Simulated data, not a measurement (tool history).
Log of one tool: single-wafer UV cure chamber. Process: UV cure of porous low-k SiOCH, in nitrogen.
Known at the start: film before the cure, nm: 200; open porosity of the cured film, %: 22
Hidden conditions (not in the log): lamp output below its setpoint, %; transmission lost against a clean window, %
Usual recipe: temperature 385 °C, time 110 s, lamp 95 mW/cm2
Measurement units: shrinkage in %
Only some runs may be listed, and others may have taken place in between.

run,hour,temperature,time,lamp,wafers since the last listed run,hours since the UV bulbs were replaced,wafers since the quartz window was cleaned,shrinkage
1,0,374,110,65,0,219.6,1735,7.137
2,56.5,385,110,95,368,276.1,2104,8.791
# hour 90.1: quartz window cleaned
3,90.6,385,110,95,170,310.2,3,9.074
4,129.4,385,110,95,252,349,256,8.956
5,192,385,110,95,408,411.6,664,8.958
6,221,385,110,95,189,440.6,853,9.228
7,267.6,400,110,95,303,487.2,1157,9.34
8,292.8,400,110,95,164,512.4,1321,9.353
9,338.8,385,110,95,299,558.4,1621,8.9
10,424.8,385,110,95,560,644.4,2181,8.911
# hour 459.4: quartz window cleaned
11,459.9,385,75,106,176,679.5,3,7.772
12,508.2,394,150,95,314,727.8,317,10.253
13,560.6,385,130,62,341,780.2,659,7.666
14,621.8,385,110,95,398,841.4,1058,8.861
# hour 644.6: UV bulbs replaced
15,668.4,385,110,95,251,23.8,1309,9.072
16,703.6,385,55,128,229,59,1539,7.367
17,734.7,403,160,95,202,90.1,1742,11.207
18,782.4,385,145,62,310,137.8,2052,8.107
19,844.2,385,130,95,402,199.6,2455,9.851
# hour 882: quartz window cleaned
20,904.2,374,65,125,338,259.6,144,7.669
21,968.6,385,110,57,419,324,564,6.879
22,1026.9,368,145,119,379,382.3,944,10.927

Hidden condition of the tool, last listed run before each entry between runs versus first listed run after:
Logged between run 2 and run 3: quartz window cleaned (hour 90.1)
  nothing in the hidden state changes from one run to the other
Logged between run 10 and run 11: quartz window cleaned (hour 459.4)
  nothing in the hidden state changes from one run to the other
Logged between run 14 and run 15: UV bulbs replaced (hour 644.6)
  nothing in the hidden state changes from one run to the other
Logged between run 19 and run 20: quartz window cleaned (hour 882)
  nothing in the hidden state changes from one run to the other
